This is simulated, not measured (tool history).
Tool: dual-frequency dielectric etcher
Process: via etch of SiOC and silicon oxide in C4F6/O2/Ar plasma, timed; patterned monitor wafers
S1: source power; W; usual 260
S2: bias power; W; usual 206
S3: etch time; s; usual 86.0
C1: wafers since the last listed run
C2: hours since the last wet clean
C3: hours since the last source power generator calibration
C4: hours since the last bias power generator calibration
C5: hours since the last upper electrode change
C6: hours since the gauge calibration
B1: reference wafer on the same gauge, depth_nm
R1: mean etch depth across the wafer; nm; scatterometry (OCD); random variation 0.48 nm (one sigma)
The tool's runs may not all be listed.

run	hour	S1	S2	S3	C1	C2	C3	C4	C5	C6	B1	R1
1	0.0	260	206	68.0	0	376.8	4014.5	1309.2	4355.8	628.1	83.2	69.3
2	30.8	260	206	86.0	242	407.6	4045.3	1340.0	4386.6	658.9	83.2	87.5
3	65.0	260	206	86.0	269	441.8	4079.5	1374.2	4420.8	693.1	83.2	86.7
4	82.7	280	206	86.0	139	459.5	4097.2	1391.9	4438.5	710.8	82.9	89.1
5	103.7	280	206	86.0	165	480.5	4118.2	1412.9	4459.5	731.8	83.1	89.7
6	138.4	260	247	86.0	273	515.2	4152.9	1447.6	4494.2	766.5	83.0	92.6
# hour 183.6: wet clean of the chamber
7	184.1	260	247	86.0	171	0.5	4198.6	1493.3	4539.9	812.2	83.1	95.9
8	196.5	260	206	86.0	97	12.9	4211.0	1505.7	4552.3	824.6	83.1	89.3
9	219.2	260	206	86.0	179	35.6	4233.7	1528.4	4575.0	847.3	83.0	89.1
10	241.7	260	206	92.5	177	58.1	4256.2	1550.9	4597.5	869.8	83.2	95.2
11	260.5	260	206	92.5	148	76.9	4275.0	1569.7	4616.3	888.6	83.0	95.6
12	289.5	260	206	86.0	228	105.9	4304.0	1598.7	4645.3	917.6	83.1	88.1
# hour 315.0: source power generator calibrated
# hour 326.0: bias power generator calibrated
# hour 332.5: upper electrode replaced
13	333.0	260	226	103.0	228	149.4	18.0	7.0	0.5	961.1	83.0	109.2
14	335.8	310	230	86.0	22	152.2	20.8	9.8	3.3	963.9	83.4	99.2
15	348.9	260	206	86.0	103	165.3	33.9	22.9	16.4	977.0	83.1	88.2
16	370.7	260	206	86.0	171	187.1	55.7	44.7	38.2	998.8	83.0	88.7
17	460.0	290	206	69.0	704	276.4	145.0	134.0	127.5	1088.1	83.1	74.0
18	489.5	260	206	86.0	232	305.9	174.5	163.5	157.0	1117.6	83.1	87.0
19	514.9	290	206	69.0	200	331.3	199.9	188.9	182.4	1143.0	83.1	73.9
20	544.2	260	206	86.0	231	360.6	229.2	218.2	211.7	1172.3	83.2	87.5
21	563.6	300	206	86.0	153	380.0	248.6	237.6	231.1	1191.7	83.0	91.5
22	587.8	260	245	86.0	190	404.2	272.8	261.8	255.3	1215.9	83.2	92.1
# hour 604.1: gauge calibrated
23	672.6	260	256	93.0	668	489.0	357.6	346.6	340.1	68.5	83.1	101.8
# hour 707.3: wet clean of the chamber
24	719.5	260	206	86.0	180	12.2	404.5	393.5	387.0	115.4	83.2	89.9
25	738.6	260	161	86.0	150	31.3	423.6	412.6	406.1	134.5	83.1	81.3
26	751.6	240	170	86.0	102	44.3	436.6	425.6	419.1	147.5	83.0	80.3
27	771.0	240	186	103.0	153	63.7	456.0	445.0	438.5	166.9	83.2	98.6
28	859.5	220	206	69.0	698	152.2	544.5	533.5	527.0	255.4	83.0	66.3
29	877.1	230	162	94.0	138	169.8	562.1	551.1	544.6	273.0	82.9	83.8
30	912.1	300	238	79.0	276	204.8	597.1	586.1	579.6	308.0	83.0	90.6

4 ways to go on from here, each from the tool as it stands after run 30. What would each give?
A	912.5	260	206	86.0	3	205.2	597.5	586.5	580.0	308.4	?	?
B	912.5	210	171	86.0	3	205.2	597.5	586.5	580.0	308.4	?	?
C	912.5	260	157	86.0	3	205.2	597.5	586.5	580.0	308.4	?	?
D	912.5	210	237	63.5	3	205.2	597.5	586.5	580.0	308.4	?	?

run	B1	R1
A	83.1	88.5
B	83.1	75.1
C	83.1	79.8
D	83.1	63.0
Without the tool's hidden state the same runs would have given:
run	R1
A	89.7
B	76.2
C	80.9
D	63.9

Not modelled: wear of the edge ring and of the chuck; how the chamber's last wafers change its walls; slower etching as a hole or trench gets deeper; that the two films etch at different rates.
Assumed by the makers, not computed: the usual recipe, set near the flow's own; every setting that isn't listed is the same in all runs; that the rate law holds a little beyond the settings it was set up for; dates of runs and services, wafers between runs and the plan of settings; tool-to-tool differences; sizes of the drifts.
